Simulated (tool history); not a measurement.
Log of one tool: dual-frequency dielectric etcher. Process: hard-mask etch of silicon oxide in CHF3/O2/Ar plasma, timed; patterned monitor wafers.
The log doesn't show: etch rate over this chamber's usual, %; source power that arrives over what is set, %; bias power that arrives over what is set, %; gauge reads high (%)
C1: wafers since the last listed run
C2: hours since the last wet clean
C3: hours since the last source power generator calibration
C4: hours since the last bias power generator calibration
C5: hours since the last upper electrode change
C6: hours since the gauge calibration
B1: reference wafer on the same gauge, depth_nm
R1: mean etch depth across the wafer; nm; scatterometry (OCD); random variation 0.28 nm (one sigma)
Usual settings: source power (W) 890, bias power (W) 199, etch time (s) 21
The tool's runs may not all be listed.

{"run": 1, "hour": 0.0, "source power (W)": 890, "bias power (W)": 199, "etch time (s)": 21, "C1": 0, "C2": 17.1, "C3": 4283.1, "C4": 2443.5, "C5": 2676.9, "C6": 1097.7, "B1": 51.27, "R1": 53.81}
{"run": 2, "hour": 40.4, "source power (W)": 1050, "bias power (W)": 199, "etch time (s)": 21, "C1": 608, "C2": 57.5, "C3": 4323.5, "C4": 2483.9, "C5": 2717.3, "C6": 1138.1, "B1": 51.15, "R1": 56.03}
{"run": 3, "hour": 79.1, "source power (W)": 890, "bias power (W)": 199, "etch time (s)": 21, "C1": 583, "C2": 96.2, "C3": 4362.2, "C4": 2522.6, "C5": 2756, "C6": 1176.8, "B1": 51.16, "R1": 53.78}
{"run": 4, "hour": 106.8, "source power (W)": 890, "bias power (W)": 199, "etch time (s)": 21, "C1": 417, "C2": 123.9, "C3": 4389.9, "C4": 2550.3, "C5": 2783.7, "C6": 1204.5, "B1": 51.21, "R1": 54.25}
{"hour": 120.3, "done": "gauge calibrated"}
{"run": 5, "hour": 163.1, "source power (W)": 890, "bias power (W)": 199, "etch time (s)": 21, "C1": 848, "C2": 180.2, "C3": 4446.2, "C4": 2606.6, "C5": 2840, "C6": 42.8, "B1": 51.23, "R1": 54.19}
{"run": 6, "hour": 209.4, "source power (W)": 890, "bias power (W)": 199, "etch time (s)": 21, "C1": 697, "C2": 226.5, "C3": 4492.5, "C4": 2652.9, "C5": 2886.3, "C6": 89.1, "B1": 51.22, "R1": 54.44}
{"run": 7, "hour": 248.1, "source power (W)": 890, "bias power (W)": 199, "etch time (s)": 21, "C1": 583, "C2": 265.2, "C3": 4531.2, "C4": 2691.6, "C5": 2925, "C6": 127.8, "B1": 51.22, "R1": 55.09}
{"run": 8, "hour": 293.3, "source power (W)": 890, "bias power (W)": 199, "etch time (s)": 21, "C1": 681, "C2": 310.4, "C3": 4576.4, "C4": 2736.8, "C5": 2970.2, "C6": 173, "B1": 51.15, "R1": 55.39}
{"run": 9, "hour": 347.4, "source power (W)": 890, "bias power (W)": 199, "etch time (s)": 21, "C1": 815, "C2": 364.5, "C3": 4630.5, "C4": 2790.9, "C5": 3024.3, "C6": 227.1, "B1": 51.31, "R1": 55.48}
{"run": 10, "hour": 394.4, "source power (W)": 830, "bias power (W)": 216, "etch time (s)": 15.5, "C1": 708, "C2": 411.5, "C3": 4677.5, "C4": 2837.9, "C5": 3071.3, "C6": 274.1, "B1": 51.12, "R1": 41.06}
{"run": 11, "hour": 418.5, "source power (W)": 890, "bias power (W)": 186, "etch time (s)": 23, "C1": 363, "C2": 435.6, "C3": 4701.6, "C4": 2862, "C5": 3095.4, "C6": 298.2, "B1": 51.2, "R1": 59.51}
{"run": 12, "hour": 466.1, "source power (W)": 890, "bias power (W)": 199, "etch time (s)": 21, "C1": 717, "C2": 483.2, "C3": 4749.2, "C4": 2909.6, "C5": 3143, "C6": 345.8, "B1": 51.16, "R1": 56.11}
{"hour": 486.2, "done": "bias power generator calibrated"}
{"hour": 505.3, "done": "upper electrode replaced"}
{"run": 13, "hour": 525.2, "source power (W)": 680, "bias power (W)": 227, "etch time (s)": 16, "C1": 543, "C2": 542.3, "C3": 4808.3, "C4": 39, "C5": 19.9, "C6": 404.9, "B1": 51.13, "R1": 41.84}
{"run": 14, "hour": 585.4, "source power (W)": 740, "bias power (W)": 236, "etch time (s)": 21, "C1": 907, "C2": 602.5, "C3": 4868.5, "C4": 99.2, "C5": 80.1, "C6": 465.1, "B1": 51.18, "R1": 56.53}
{"hour": 661.1, "done": "wet clean of the chamber"}
{"run": 15, "hour": 661.6, "source power (W)": 990, "bias power (W)": 199, "etch time (s)": 21, "C1": 786, "C2": 0.5, "C3": 4944.7, "C4": 175.4, "C5": 156.3, "C6": 541.3, "B1": 51.12, "R1": 55.34}
{"hour": 674.9, "done": "source power generator calibrated"}
{"run": 16, "hour": 681.4, "source power (W)": 890, "bias power (W)": 199, "etch time (s)": 21, "C1": 238, "C2": 20.3, "C3": 6.5, "C4": 195.2, "C5": 176.1, "C6": 561.1, "B1": 51.22, "R1": 53.73}
{"run": 17, "hour": 790.3, "source power (W)": 890, "bias power (W)": 199, "etch time (s)": 23.5, "C1": 1641, "C2": 129.2, "C3": 115.4, "C4": 304.1, "C5": 285, "C6": 670, "B1": 51, "R1": 60.43}
{"run": 18, "hour": 817.4, "source power (W)": 1060, "bias power (W)": 228, "etch time (s)": 17.5, "C1": 408, "C2": 156.3, "C3": 142.5, "C4": 331.2, "C5": 312.1, "C6": 697.1, "B1": 51.17, "R1": 50}
{"run": 19, "hour": 882.2, "source power (W)": 1040, "bias power (W)": 199, "etch time (s)": 16, "C1": 976, "C2": 221.1, "C3": 207.3, "C4": 396, "C5": 376.9, "C6": 761.9, "B1": 51.34, "R1": 43.75}
{"run": 20, "hour": 943.6, "source power (W)": 890, "bias power (W)": 199, "etch time (s)": 21, "C1": 925, "C2": 282.5, "C3": 268.7, "C4": 457.4, "C5": 438.3, "C6": 823.3, "B1": 51.12, "R1": 54.57}
{"run": 21, "hour": 1015.6, "source power (W)": 680, "bias power (W)": 199, "etch time (s)": 26.5, "C1": 1085, "C2": 354.5, "C3": 340.7, "C4": 529.4, "C5": 510.3, "C6": 895.3, "B1": 51.18, "R1": 63.81}
{"run": 22, "hour": 1065.4, "source power (W)": 890, "bias power (W)": 199, "etch time (s)": 21, "C1": 750, "C2": 404.3, "C3": 390.5, "C4": 579.2, "C5": 560.1, "C6": 945.1, "B1": 51.2, "R1": 55.18}
{"run": 23, "hour": 1102.2, "source power (W)": 820, "bias power (W)": 155, "etch time (s)": 15, "C1": 554, "C2": 441.1, "C3": 427.3, "C4": 616, "C5": 596.9, "C6": 981.9, "B1": 51.15, "R1": 35.35}
{"hour": 1164.0, "done": "gauge calibrated"}
{"run": 24, "hour": 1164.6, "source power (W)": 890, "bias power (W)": 227, "etch time (s)": 21, "C1": 940, "C2": 503.5, "C3": 489.7, "C4": 678.4, "C5": 659.3, "C6": 0.6, "B1": 51.23, "R1": 58.84}
{"run": 25, "hour": 1193.1, "source power (W)": 890, "bias power (W)": 199, "etch time (s)": 16, "C1": 429, "C2": 532, "C3": 518.2, "C4": 706.9, "C5": 687.8, "C6": 29.1, "B1": 51.16, "R1": 42.1}
{"run": 26, "hour": 1235.3, "source power (W)": 890, "bias power (W)": 199, "etch time (s)": 21, "C1": 635, "C2": 574.2, "C3": 560.4, "C4": 749.1, "C5": 730, "C6": 71.3, "B1": 51.15, "R1": 56.34}
{"run": 27, "hour": 1271.5, "source power (W)": 890, "bias power (W)": 199, "etch time (s)": 21, "C1": 545, "C2": 610.4, "C3": 596.6, "C4": 785.3, "C5": 766.2, "C6": 107.5, "B1": 51.12, "R1": 56.29}
{"run": 28, "hour": 1310.4, "source power (W)": 820, "bias power (W)": 231, "etch time (s)": 24, "C1": 586, "C2": 649.3, "C3": 635.5, "C4": 824.2, "C5": 805.1, "C6": 146.4, "B1": 51.33, "R1": 66.96}
{"run": 29, "hour": 1341.6, "source power (W)": 890, "bias power (W)": 199, "etch time (s)": 21, "C1": 470, "C2": 680.5, "C3": 666.7, "C4": 855.4, "C5": 836.3, "C6": 177.6, "B1": 51.21, "R1": 56.42}
{"hour": 1396.9, "done": "wet clean of the chamber"}
{"run": 30, "hour": 1397.4, "source power (W)": 890, "bias power (W)": 199, "etch time (s)": 21, "C1": 479, "C2": 0.5, "C3": 722.5, "C4": 911.2, "C5": 892.1, "C6": 233.4, "B1": 51.07, "R1": 54.75}
{"run": 31, "hour": 1448.2, "source power (W)": 890, "bias power (W)": 199, "etch time (s)": 26, "C1": 765, "C2": 51.3, "C3": 773.3, "C4": 962, "C5": 942.9, "C6": 284.2, "B1": 51.31, "R1": 66.96}

Forecast each of these 3 alternatives for the next run:
{"run": "A", "hour": 1448.6, "source power (W)": 960, "bias power (W)": 199, "etch time (s)": 21, "C1": 6, "C2": 51.7, "C3": 773.7, "C4": 962.4, "C5": 943.3, "C6": 284.6, "B1": "?", "R1": "?"}
{"run": "B", "hour": 1448.6, "source power (W)": 770, "bias power (W)": 199, "etch time (s)": 21, "C1": 6, "C2": 51.7, "C3": 773.7, "C4": 962.4, "C5": 943.3, "C6": 284.6, "B1": "?", "R1": "?"}
{"run": "C", "hour": 1448.6, "source power (W)": 1020, "bias power (W)": 199, "etch time (s)": 17.5, "C1": 6, "C2": 51.7, "C3": 773.7, "C4": 962.4, "C5": 943.3, "C6": 284.6, "B1": "?", "R1": "?"}

run=A B1=51.24 R1=55.91
run=B B1=51.24 R1=52.42
run=C B1=51.24 R1=47.45
Without the tool's hidden state the same runs would have given:
run=A R1=55.14
run=B R1=51.71
run=C R1=46.8
